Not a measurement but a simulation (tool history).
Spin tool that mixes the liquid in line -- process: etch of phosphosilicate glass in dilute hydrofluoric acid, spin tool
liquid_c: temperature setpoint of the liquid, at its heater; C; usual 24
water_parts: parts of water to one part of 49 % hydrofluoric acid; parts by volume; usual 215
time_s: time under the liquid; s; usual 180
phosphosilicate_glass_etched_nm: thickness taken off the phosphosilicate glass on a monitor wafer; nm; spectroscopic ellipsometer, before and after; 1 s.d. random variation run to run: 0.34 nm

| run | hour | liquid_c | water_parts | time_s | read-back film thickness of the phosphosilicate glass reference wafer, read on the same gauge (nm) | phosphosilicate_glass_etched_nm |
|---|---|---|---|---|---|---|
| 1 | 0 | 24 | 135 | 180 | 139.97 | 98.2 |
| 2 | 39.3 | 24 | 135 | 180 | 139.97 | 98.81 |
| 3 | 85.1 | 24 | 265 | 180 | 139.96 | 43.78 |
| 4 | 110.9 | 24 | 265 | 180 | 140.01 | 44.55 |
| 5 | 151.2 | 24 | 265 | 180 | 139.96 | 44.57 |
| 6 | 329 | 24 | 250 | 180 | 140 | 48.42 |
| 7 | 386.4 | 24 | 215 | 180 | 140.04 | 58.44 |
| 8 | 427.2 | 24 | 215 | 180 | 139.97 | 58.79 |
| 9 | 485.4 | 24 | 215 | 180 | 140.02 | 57.18 |
| 10 | 513.9 | 24 | 215 | 180 | 140 | 56.61 |
| 11 | 542 | 21 | 215 | 180 | 140.03 | 50.39 |
| 12 | 602.7 | 24 | 215 | 180 | 139.99 | 57.15 |
| 13 | 665.1 | 24 | 215 | 180 | 140.02 | 57.78 |
| 14 | 720.2 | 24 | 215 | 180 | 140 | 57.9 |
| 15 | 752.9 | 27.5 | 215 | 225 | 139.96 | 81.53 |
| 16 | 821.7 | 29 | 110 | 105 | 140.02 | 82.54 |
| 17 | 893.4 | 22.5 | 215 | 215 | 140.01 | 59.66 |
| 18 | 988.8 | 22.5 | 300 | 115 | 140.03 | 21.44 |
| 19 | 1053.8 | 20.5 | 215 | 210 | 140 | 55.6 |
| 20 | 1108 | 24 | 215 | 95 | 139.98 | 28.47 |
| 21 | 1177.1 | 24 | 215 | 180 | 140.02 | 53.91 |
| 22 | 1236.6 | 24 | 215 | 180 | 140.01 | 54.59 |
| 23 | 1265.3 | 24 | 245 | 85 | 140 | 22.01 |
| 24 | 1302.5 | 24 | 215 | 180 | 140.01 | 54.44 |
| 25 | 1342.8 | 25.5 | 315 | 105 | 139.96 | 20.69 |
| 26 | 1413.2 | 24 | 165 | 180 | 140 | 75.71 |
| 27 | 1453.6 | 28 | 215 | 180 | 140.02 | 63.95 |
| 28 | 1480.6 | 19.5 | 215 | 115 | 140.03 | 29.85 |

Withheld: 3 entries from between the runs. Position of each, and hidden state at the listed run before versus the listed run after:
From run 8 to run 9: thermometer replaced (hour 466.5)
  liquid hotter than its thermometer reads (K): 0.915 -> 0.0241; hydrofluoric acid flow above the setpoint (%): 6.7 -> 6.9
  difference, measured minus the result without the unlogged condition, phosphosilicate_glass_etched_nm: +6.29 -> +4.51 nm
From run 11 to run 12: gauge calibrated (hour 574.9)
  liquid hotter than its thermometer reads (K): 0.0553 -> 0.0887; hydrofluoric acid flow above the setpoint (%): 7.1 -> 7.31
  difference, measured minus the result without the unlogged condition, phosphosilicate_glass_etched_nm: +4.11 -> +4.89 nm
From run 15 to run 16: hydrofluoric acid flow meter replaced (hour 765.2)
  liquid hotter than its thermometer reads (K): 0.171 -> 0.209; hydrofluoric acid flow above the setpoint (%): 7.84 -> 0.444
  difference, measured minus the result without the unlogged condition, phosphosilicate_glass_etched_nm: +7.72 -> +1.07 nm
